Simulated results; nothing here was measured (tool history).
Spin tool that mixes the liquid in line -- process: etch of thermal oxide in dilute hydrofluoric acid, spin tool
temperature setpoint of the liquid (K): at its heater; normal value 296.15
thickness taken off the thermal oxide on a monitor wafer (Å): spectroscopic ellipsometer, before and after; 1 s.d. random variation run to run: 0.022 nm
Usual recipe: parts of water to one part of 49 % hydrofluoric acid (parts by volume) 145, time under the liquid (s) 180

run     day  temperature setpoint of the liquid (K)  parts of water to one part of 49 % hydrofluoric acid (parts by volume)  time under the liquid (s)  read-back film thickness of the thermal oxide reference wafer, read on the same gauge (nm)  thickness taken off the thermal oxide on a monitor wafer (Å)
  1   0.000                                  296.15                                                                     145                        180                                                                                       50.03                                                          48.6
  2   0.692                                  299.65                                                                     145                        180                                                                                       49.98                                                          55.4
  3   1.017                                  296.15                                                                     175                        180                                                                                       50.04                                                          38.8
  4   1.300                                  296.15                                                                     145                        180                                                                                       50.02                                                          48.4
  5   3.504                                  296.15                                                                     145                        210                                                                                       49.98                                                          55.7
  6   3.942                                  295.15                                                                     145                        180                                                                                       50.02                                                          46.3
  7   4.362                                  295.15                                                                     145                        180                                                                                       50.01                                                          46.3
  8   4.888                                  296.15                                                                     145                        180                                                                                       50.00                                                          48.0
  9   5.450                                  296.15                                                                     100                        180                                                                                       50.00                                                          73.8
 10   6.033                                  296.15                                                                     100                        180                                                                                       49.97                                                          72.9
 11   6.333                                  296.15                                                                     145                        180                                                                                       49.95                                                          47.6
 12   6.746                                  298.65                                                                     145                        180                                                                                       49.97                                                          52.5
 13   7.000                                  296.15                                                                     130                        180                                                                                       50.04                                                          53.8
 14   7.408                                  296.15                                                                     145                        180                                                                                       50.02                                                          47.4
      7.721  -- hydrofluoric acid flow meter replaced
 15   8.075                                  296.15                                                                     145                        180                                                                                       50.04                                                          50.5
 16   8.642                                  296.15                                                                     145                        180                                                                                       50.03                                                          50.4
 17   9.362                                  296.15                                                                     115                        180                                                                                       50.02                                                          65.9
 18   9.683                                  296.15                                                                     180                        260                                                                                       50.02                                                          56.1
 19  10.217                                  296.15                                                                     145                        180                                                                                       50.01                                                          50.5
 20  10.658                                  296.15                                                                     145                        180                                                                                       49.99                                                          50.2
 21  11.367                                  294.65                                                                     165                        120                                                                                       50.01                                                          27.0
     12.596  -- thermometer replaced
 22  13.029                                  294.65                                                                     115                        180                                                                                       50.00                                                          62.7
 23  13.304                                  291.65                                                                     120                        180                                                                                       49.99                                                          53.3
 24  13.979                                  296.15                                                                     145                        180                                                                                       50.03                                                          50.8
 25  14.417                                  298.15                                                                     145                        275                                                                                       49.97                                                          84.1
     14.458  -- gauge calibrated
 26  14.792                                  296.15                                                                     145                         90                                                                                       49.98                                                          25.4
 27  15.392                                  299.65                                                                     145                        180                                                                                       50.02                                                          57.6
 28  15.721                                  298.15                                                                     115                        215                                                                                       49.99                                                          85.6
 29  16.012                                  294.65                                                                     145                         80                                                                                       49.99                                                          21.3
 30  16.608                                  296.15                                                                     205                        145                                                                                       49.98                                                          26.8
 31  17.075                                  296.15                                                                     145                        225                                                                                       49.96                                                          63.1
 32  17.804                                  300.65                                                                     145                        280                                                                                       49.98                                                          92.7
 33  18.283                                  296.15                                                                     115                        180                                                                                       49.99                                                          65.4
 34  20.196                                  296.15                                                                     115                         75                                                                                       50.02                                                          27.3
 35  20.833                                  291.15                                                                     175                        180                                                                                       50.00                                                          32.8

The logged runs with the hidden state left out (each run's random variation unchanged):
The hidden state here: liquid colder than its thermometer reads (K); hydrofluoric acid flow below the setpoint (%); gauge reads high (%).
run  thickness taken off the thermal oxide on a monitor wafer (Å)
  1                                                          51.5
  2                                                          58.9
  3                                                          41.3
  4                                                          51.5
  5                                                          59.6
  6                                                          49.7
  7                                                          49.7
  8                                                          51.7
  9                                                          79.5
 10                                                          78.6
 11                                                          51.5
 12                                                          56.8
 13                                                          58.2
 14                                                          51.4
 15                                                          51.6
 16                                                          51.6
 17                                                          67.6
 18                                                          57.5
 19                                                          51.9
 20                                                          51.7
 21                                                          27.9
 22                                                          63.5
 23                                                          54.0
 24                                                          51.6
 25                                                          85.6
 26                                                          25.9
 27                                                          58.7
 28                                                          87.4
 29                                                          21.8
 30                                                          27.4
 31                                                          64.6
 32                                                          95.2
 33                                                          67.3
 34                                                          28.3
 35                                                          34.1

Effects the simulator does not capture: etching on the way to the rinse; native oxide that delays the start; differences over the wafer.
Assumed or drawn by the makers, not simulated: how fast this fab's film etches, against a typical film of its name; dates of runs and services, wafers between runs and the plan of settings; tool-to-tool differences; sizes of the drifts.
